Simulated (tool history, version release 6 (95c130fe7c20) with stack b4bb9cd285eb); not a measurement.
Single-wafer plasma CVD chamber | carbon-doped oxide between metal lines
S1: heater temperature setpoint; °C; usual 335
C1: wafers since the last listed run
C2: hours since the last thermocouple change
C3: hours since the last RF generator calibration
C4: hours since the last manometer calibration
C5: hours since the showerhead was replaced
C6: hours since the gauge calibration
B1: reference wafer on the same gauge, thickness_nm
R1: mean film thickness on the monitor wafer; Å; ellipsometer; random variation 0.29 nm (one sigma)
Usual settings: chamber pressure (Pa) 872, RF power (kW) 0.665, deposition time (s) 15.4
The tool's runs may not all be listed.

run 1 day=0.000 | S1=335 chamber_pressure_(Pa)=872 RF_power_(kW)=0.665 deposition_time_(s)=15.4 | C1=0 C2=2293.7 C3=1051.7 C4=2092.6 C5=7396.6 C6=330.8 | B1=102.976 | R1=957.61
run 2 day=0.683 | S1=335 chamber_pressure_(Pa)=872 RF_power_(kW)=0.665 deposition_time_(s)=15.4 | C1=278 C2=2310.1 C3=1068.1 C4=2109.0 C5=7413.0 C6=347.2 | B1=102.928 | R1=957.70
run 3 day=1.258 | S1=335 chamber_pressure_(Pa)=872 RF_power_(kW)=0.705 deposition_time_(s)=15.4 | C1=234 C2=2323.9 C3=1081.9 C4=2122.8 C5=7426.8 C6=361.0 | B1=102.977 | R1=1007.21
run 4 day=1.762 | S1=335 chamber_pressure_(Pa)=872 RF_power_(kW)=0.705 deposition_time_(s)=15.4 | C1=205 C2=2336.0 C3=1094.0 C4=2134.9 C5=7438.9 C6=373.1 | B1=102.916 | R1=1010.37
run 5 day=2.271 | S1=335 chamber_pressure_(Pa)=872 RF_power_(kW)=0.705 deposition_time_(s)=15.4 | C1=207 C2=2348.2 C3=1106.2 C4=2147.1 C5=7451.1 C6=385.3 | B1=103.122 | R1=1009.93
-- day=2.696 thermocouple changed; heater temperature recalibrated
run 6 day=2.717 | S1=335 chamber_pressure_(Pa)=1036 RF_power_(kW)=0.665 deposition_time_(s)=15.4 | C1=45 C2=0.5 C3=1116.9 C4=2157.8 C5=7461.8 C6=396.0 | B1=102.926 | R1=967.02
run 7 day=2.829 | S1=335 chamber_pressure_(Pa)=872 RF_power_(kW)=0.665 deposition_time_(s)=15.4 | C1=45 C2=3.2 C3=1119.6 C4=2160.5 C5=7464.5 C6=398.7 | B1=102.977 | R1=953.91
run 8 day=3.304 | S1=335 chamber_pressure_(Pa)=872 RF_power_(kW)=0.665 deposition_time_(s)=15.4 | C1=193 C2=14.6 C3=1131.0 C4=2171.9 C5=7475.9 C6=410.1 | B1=102.960 | R1=957.16
run 9 day=3.608 | S1=335 chamber_pressure_(Pa)=872 RF_power_(kW)=0.665 deposition_time_(s)=15.4 | C1=124 C2=21.9 C3=1138.3 C4=2179.2 C5=7483.2 C6=417.4 | B1=102.898 | R1=956.18
run 10 day=4.100 | S1=335 chamber_pressure_(Pa)=969 RF_power_(kW)=0.665 deposition_time_(s)=15.4 | C1=200 C2=33.7 C3=1150.1 C4=2191.0 C5=7495.0 C6=429.2 | B1=103.057 | R1=958.98
run 11 day=4.733 | S1=335 chamber_pressure_(Pa)=969 RF_power_(kW)=0.665 deposition_time_(s)=15.4 | C1=258 C2=48.9 C3=1165.3 C4=2206.2 C5=7510.2 C6=444.4 | B1=103.028 | R1=960.23
-- day=5.517 RF generator calibrated
run 12 day=5.538 | S1=326 chamber_pressure_(Pa)=872 RF_power_(kW)=0.665 deposition_time_(s)=13.0 | C1=192 C2=68.2 C3=0.5 C4=2225.5 C5=7529.5 C6=463.7 | B1=103.081 | R1=906.23
run 13 day=5.642 | S1=335 chamber_pressure_(Pa)=872 RF_power_(kW)=0.665 deposition_time_(s)=12.4 | C1=42 C2=70.7 C3=3.0 C4=2228.0 C5=7532.0 C6=466.2 | B1=103.200 | R1=837.80
run 14 day=5.900 | S1=335 chamber_pressure_(Pa)=800 RF_power_(kW)=0.665 deposition_time_(s)=16.4 | C1=105 C2=76.9 C3=9.2 C4=2234.2 C5=7538.2 C6=472.4 | B1=102.927 | R1=1092.80
run 15 day=6.483 | S1=335 chamber_pressure_(Pa)=872 RF_power_(kW)=0.665 deposition_time_(s)=15.4 | C1=237 C2=90.9 C3=23.2 C4=2248.2 C5=7552.2 C6=486.4 | B1=103.081 | R1=1029.82
-- day=6.867 gauge calibrated
-- day=7.021 showerhead replaced
run 16 day=7.042 | S1=335 chamber_pressure_(Pa)=872 RF_power_(kW)=0.665 deposition_time_(s)=16.5 | C1=91 C2=104.3 C3=36.6 C4=2261.6 C5=0.5 C6=4.2 | B1=102.908 | R1=1102.79
run 17 day=7.246 | S1=335 chamber_pressure_(Pa)=872 RF_power_(kW)=0.665 deposition_time_(s)=15.4 | C1=83 C2=109.2 C3=41.5 C4=2266.5 C5=5.4 C6=9.1 | B1=102.992 | R1=1031.39
run 18 day=7.775 | S1=335 chamber_pressure_(Pa)=872 RF_power_(kW)=0.665 deposition_time_(s)=15.4 | C1=215 C2=121.9 C3=54.2 C4=2279.2 C5=18.1 C6=21.8 | B1=102.909 | R1=1026.10
-- day=8.262 capacitance manometer re-zeroed and calibrated
run 19 day=8.496 | S1=325 chamber_pressure_(Pa)=1056 RF_power_(kW)=0.710 deposition_time_(s)=15.4 | C1=158 C2=139.2 C3=71.5 C4=5.6 C5=35.4 C6=39.1 | B1=102.984 | R1=1131.63
run 20 day=9.162 | S1=335 chamber_pressure_(Pa)=808 RF_power_(kW)=0.665 deposition_time_(s)=15.4 | C1=271 C2=155.2 C3=87.5 C4=21.6 C5=51.4 C6=55.1 | B1=102.953 | R1=1017.31
run 21 day=9.554 | S1=335 chamber_pressure_(Pa)=872 RF_power_(kW)=0.600 deposition_time_(s)=17.7 | C1=159 C2=164.6 C3=96.9 C4=31.0 C5=60.8 C6=64.5 | B1=102.902 | R1=1051.61
run 22 day=10.288 | S1=348 chamber_pressure_(Pa)=1076 RF_power_(kW)=0.725 deposition_time_(s)=17.9 | C1=299 C2=182.2 C3=114.5 C4=48.6 C5=78.4 C6=82.1 | B1=102.978 | R1=1250.11
run 23 day=12.450 | S1=335 chamber_pressure_(Pa)=872 RF_power_(kW)=0.665 deposition_time_(s)=15.4 | C1=882 C2=234.1 C3=166.4 C4=100.5 C5=130.3 C6=134.0 | B1=102.869 | R1=1006.28
run 24 day=12.821 | S1=324 chamber_pressure_(Pa)=673 RF_power_(kW)=0.665 deposition_time_(s)=15.4 | C1=151 C2=243.0 C3=175.3 C4=109.4 C5=139.2 C6=142.9 | B1=103.090 | R1=1019.16
run 25 day=13.283 | S1=335 chamber_pressure_(Pa)=1032 RF_power_(kW)=0.665 deposition_time_(s)=18.3 | C1=188 C2=254.1 C3=186.4 C4=120.5 C5=150.3 C6=154.0 | B1=102.906 | R1=1193.46
run 26 day=13.717 | S1=335 chamber_pressure_(Pa)=872 RF_power_(kW)=0.665 deposition_time_(s)=15.4 | C1=176 C2=264.5 C3=196.8 C4=130.9 C5=160.7 C6=164.4 | B1=102.843 | R1=1005.42
run 27 day=14.458 | S1=335 chamber_pressure_(Pa)=872 RF_power_(kW)=0.665 deposition_time_(s)=15.4 | C1=302 C2=282.3 C3=214.6 C4=148.7 C5=178.5 C6=182.2 | B1=102.905 | R1=1001.28
run 28 day=15.062 | S1=335 chamber_pressure_(Pa)=872 RF_power_(kW)=0.665 deposition_time_(s)=15.4 | C1=246 C2=296.8 C3=229.1 C4=163.2 C5=193.0 C6=196.7 | B1=103.129 | R1=995.48

Some steps in R1 between neighbouring runs. How much of each would the tool show without its hidden state too (settings, what came in, random variation), and how much is left for the hidden state, with any gauge scatter that isn't in both results?
The hidden state here: wafer temperature above the value expected at the setpoint (K); delivered RF power above the setpoint (%); true pressure above the setpoint (%); gauge reads high (%).
Run 11 -> 12: S1 335 -> 326, chamber pressure (Pa) 969 -> 872, deposition time (s) 15.4 -> 13.0, RF generator calibrated. R1 -54.00 Å: hidden state +81.57, all else -135.57.
Run 13 -> 14: chamber pressure (Pa) 872 -> 800, deposition time (s) 12.4 -> 16.4. R1 +255.00 Å: hidden state -2.09, all else +257.09.
Run 22 -> 23: S1 348 -> 335, chamber pressure (Pa) 1076 -> 872, RF power (kW) 0.725 -> 0.665, deposition time (s) 17.9 -> 15.4. R1 -243.83 Å: hidden state -2.71, all else -241.12.
Run 24 -> 25: S1 324 -> 335, chamber pressure (Pa) 673 -> 1032, deposition time (s) 15.4 -> 18.3. R1 +174.30 Å: hidden state -7.55, all else +181.85.
